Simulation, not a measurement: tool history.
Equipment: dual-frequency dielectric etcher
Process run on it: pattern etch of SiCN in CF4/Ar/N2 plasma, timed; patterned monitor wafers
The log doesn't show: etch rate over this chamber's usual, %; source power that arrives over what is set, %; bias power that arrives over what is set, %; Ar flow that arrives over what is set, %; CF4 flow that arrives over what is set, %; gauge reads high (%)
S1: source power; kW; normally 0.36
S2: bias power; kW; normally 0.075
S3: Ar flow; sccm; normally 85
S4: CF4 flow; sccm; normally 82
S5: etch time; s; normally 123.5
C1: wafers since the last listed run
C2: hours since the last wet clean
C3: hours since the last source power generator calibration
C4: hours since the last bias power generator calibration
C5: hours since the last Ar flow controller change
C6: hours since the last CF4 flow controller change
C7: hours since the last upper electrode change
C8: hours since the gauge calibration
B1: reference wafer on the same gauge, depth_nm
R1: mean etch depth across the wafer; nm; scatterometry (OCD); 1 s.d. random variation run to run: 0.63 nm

run,hour,S1,S2,S3,S4,S5,C1,C2,C3,C4,C5,C6,C7,C8,B1,R1
1,0,0.43,0.075,85,82,112.5,0,371.1,4303.4,2384,5252.7,2428,2372.6,745.8,86.5,103.4
2,68.8,0.43,0.075,85,82,112.5,800,439.9,4372.2,2452.8,5321.5,2496.8,2441.4,814.6,86.3,104.6
# hour 76.5: CF4 flow controller replaced
3,109.6,0.43,0.075,85,82,123.5,405,480.7,4413,2493.6,5362.3,33.1,2482.2,855.4,86.6,114.6
# hour 132.1: gauge calibrated
# hour 172.3: wet clean of the chamber
4,172.8,0.36,0.075,85,82,123.5,456,0.5,4476.2,2556.8,5425.5,96.3,2545.4,40.7,86.2,93.5
5,200,0.36,0.075,85,82,123.5,316,27.7,4503.4,2584,5452.7,123.5,2572.6,67.9,86.1,92.3
6,247,0.36,0.075,85,82,123.5,547,74.7,4550.4,2631,5499.7,170.5,2619.6,114.9,86.6,93.3
7,304.2,0.36,0.087,85,82,123.5,665,131.9,4607.6,2688.2,5556.9,227.7,2676.8,172.1,86.6,101.5
# hour 346.2: bias power generator calibrated
8,366,0.36,0.075,85,82,144.5,672,193.7,4669.4,19.8,5618.7,289.5,2738.6,233.9,86.3,110.6
# hour 447.7: upper electrode replaced
9,448.2,0.36,0.059,105,82,123.5,677,275.9,4751.6,102,5700.9,371.7,0.5,316.1,86.8,82.9
# hour 465.8: source power generator calibrated
10,501.2,0.34,0.075,91,87,160.5,570,328.9,35.4,155,5753.9,424.7,53.5,369.1,86.4,119.6
11,565.8,0.44,0.075,85,82,123.5,751,393.5,100,219.6,5818.5,489.3,118.1,433.7,86.5,114.7
12,615.9,0.3,0.087,100,82,123.5,583,443.6,150.1,269.7,5868.6,539.4,168.2,483.8,86.8,88.2
13,660,0.36,0.075,85,76,123.5,513,487.7,194.2,313.8,5912.7,583.5,212.3,527.9,86.4,95.4
# hour 687.4: Ar flow controller replaced
14,690,0.36,0.075,85,82,123.5,279,517.7,224.2,343.8,2.6,613.5,242.3,557.9,86.4,97.3
# hour 748.9: wet clean of the chamber
15,749.4,0.3,0.083,85,82,123.5,412,0.5,283.6,403.2,62,672.9,301.7,617.3,86.3,84.2
16,766.4,0.43,0.075,85,82,112.5,197,17.5,300.6,420.2,79,689.9,318.7,634.3,86.5,99.9
17,838,0.36,0.075,85,82,123.5,833,89.1,372.2,491.8,150.6,761.5,390.3,705.9,86.6,94.2
18,873.1,0.36,0.075,85,96,123.5,408,124.2,407.3,526.9,185.7,796.6,425.4,741,86.5,97.5
19,940.1,0.36,0.075,100,90,123.5,779,191.2,474.3,593.9,252.7,863.6,492.4,808,86.5,95.3
20,965.6,0.3,0.075,85,82,123.5,296,216.7,499.8,619.4,278.2,889.1,517.9,833.5,86.2,81.6
21,990.6,0.36,0.075,85,82,123.5,290,241.7,524.8,644.4,303.2,914.1,542.9,858.5,86.4,94.8
22,1042.2,0.36,0.075,85,82,123.5,600,293.3,576.4,696,354.8,965.7,594.5,910.1,86.3,94.6

For each run, what was the tool's unlogged condition?
source power that arrives over what is set, %: 0 in every run
bias power that arrives over what is set, %: 0 in every run
Ar flow that arrives over what is set, %: 0 in every run
CF4 flow that arrives over what is set, %: 0 in every run
gauge reads high (%): 0 in every run
H1: etch rate over this chamber's usual, %
run,H1
1,3.56
2,4.06
3,4.35
4,-0.0141
5,0.182
6,0.522
7,0.936
8,1.38
9,1.98
10,2.36
11,2.83
12,3.19
13,3.51
14,3.72
15,-0.253
16,-0.13
17,0.387
18,0.641
19,1.13
20,1.31
21,1.49
22,1.86

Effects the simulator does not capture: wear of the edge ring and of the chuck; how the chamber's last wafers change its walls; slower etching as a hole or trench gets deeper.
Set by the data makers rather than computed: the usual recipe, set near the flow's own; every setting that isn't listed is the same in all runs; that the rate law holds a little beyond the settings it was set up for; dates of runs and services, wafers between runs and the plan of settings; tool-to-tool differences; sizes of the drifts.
